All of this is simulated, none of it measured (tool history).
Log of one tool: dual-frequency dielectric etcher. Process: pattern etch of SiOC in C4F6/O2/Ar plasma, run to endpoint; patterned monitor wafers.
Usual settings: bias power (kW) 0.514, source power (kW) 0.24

| run | hour | bias power (kW) | source power (kW) | incoming incoming film thickness, nm | endpoint time (s) |
|---|---|---|---|---|---|
| 1 | 0 | 0.514 | 0.24 | 38.65 | 15.9 |
| 2 | 13.4 | 0.514 | 0.24 | 38.51 | 16 |
| 3 | 29.5 | 0.514 | 0.24 | 38.76 | 15.9 |
| 4 | 41.5 | 0.514 | 0.24 | 38.29 | 15.7 |
| 5 | 50.7 | 0.514 | 0.24 | 38.9 | 16.1 |
| 6 | 59.3 | 0.514 | 0.24 | 38.85 | 16.1 |
| 7 | 88.9 | 0.514 | 0.24 | 38.53 | 15.8 |
|  | 118.8 | source power generator calibrated |
| 8 | 119.3 | 0.514 | 0.24 | 38.8 | 15.9 |
| 9 | 126.6 | 0.514 | 0.24 | 38.41 | 15.8 |
| 10 | 141.5 | 0.514 | 0.24 | 38.67 | 16 |
| 11 | 151.2 | 0.601 | 0.2 | 38.56 | 16.7 |
|  | 165.3 | bias power generator calibrated |
|  | 188.1 | upper electrode replaced |
|  | 203.7 | wet clean of the chamber |
| 12 | 204.2 | 0.514 | 0.24 | 38.68 | 16.2 |
| 13 | 204.5 | 0.514 | 0.29 | 38.87 | 14.6 |
| 14 | 204.8 | 0.514 | 0.24 | 38.62 | 16.1 |
| 15 | 205.1 | 0.616 | 0.29 | 38.74 | 13.7 |
| 16 | 205.5 | 0.514 | 0.24 | 38.94 | 16.4 |
| 17 | 211.5 | 0.587 | 0.26 | 38.29 | 14.6 |
| 18 | 225.4 | 0.514 | 0.19 | 38.62 | 18.7 |
| 19 | 235.5 | 0.514 | 0.24 | 38.31 | 16 |
| 20 | 250.3 | 0.63 | 0.21 | 38.89 | 16.4 |
| 21 | 264.4 | 0.514 | 0.24 | 38.38 | 16 |
| 22 | 271.1 | 0.397 | 0.26 | 38.41 | 16.7 |
| 23 | 285.6 | 0.605 | 0.18 | 38.66 | 18.5 |
| 24 | 302.4 | 0.406 | 0.21 | 38.61 | 18.8 |
| 25 | 318.2 | 0.417 | 0.26 | 38.67 | 16.5 |
| 26 | 325.5 | 0.581 | 0.26 | 38.68 | 14.7 |
| 27 | 337.8 | 0.459 | 0.26 | 38.71 | 15.8 |
| 28 | 346.6 | 0.514 | 0.24 | 38.43 | 15.9 |
| 29 | 357.6 | 0.614 | 0.21 | 38.3 | 16.1 |
| 30 | 370.5 | 0.616 | 0.24 | 38.09 | 14.7 |
| 31 | 379.2 | 0.387 | 0.24 | 38.45 | 17.5 |
| 32 | 392.6 | 0.639 | 0.24 | 38.96 | 14.9 |
| 33 | 399.4 | 0.514 | 0.24 | 38.76 | 16 |
| 34 | 412.8 | 0.514 | 0.24 | 38.12 | 15.8 |
| 35 | 426.5 | 0.628 | 0.28 | 38.53 | 13.7 |

The tool's hidden state at each run:
bias power that arrives over what is set, %: 0 in every run
source power that arrives over what is set, %: 0 in every run
H1: etch rate over this chamber's usual, %
| run | H1 |
|---|---|
| 1 | 1.29 |
| 2 | 1.34 |
| 3 | 1.41 |
| 4 | 1.46 |
| 5 | 1.49 |
| 6 | 1.53 |
| 7 | 1.65 |
| 8 | 1.77 |
| 9 | 1.8 |
| 10 | 1.86 |
| 11 | 1.9 |
| 12 | 0.105 |
| 13 | 0.106 |
| 14 | 0.108 |
| 15 | 0.109 |
| 16 | 0.111 |
| 17 | 0.135 |
| 18 | 0.191 |
| 19 | 0.233 |
| 20 | 0.293 |
| 21 | 0.35 |
| 22 | 0.377 |
| 23 | 0.436 |
| 24 | 0.505 |
| 25 | 0.569 |
| 26 | 0.599 |
| 27 | 0.649 |
| 28 | 0.684 |
| 29 | 0.729 |
| 30 | 0.781 |
| 31 | 0.817 |
| 32 | 0.871 |
| 33 | 0.899 |
| 34 | 0.953 |
| 35 | 1.01 |
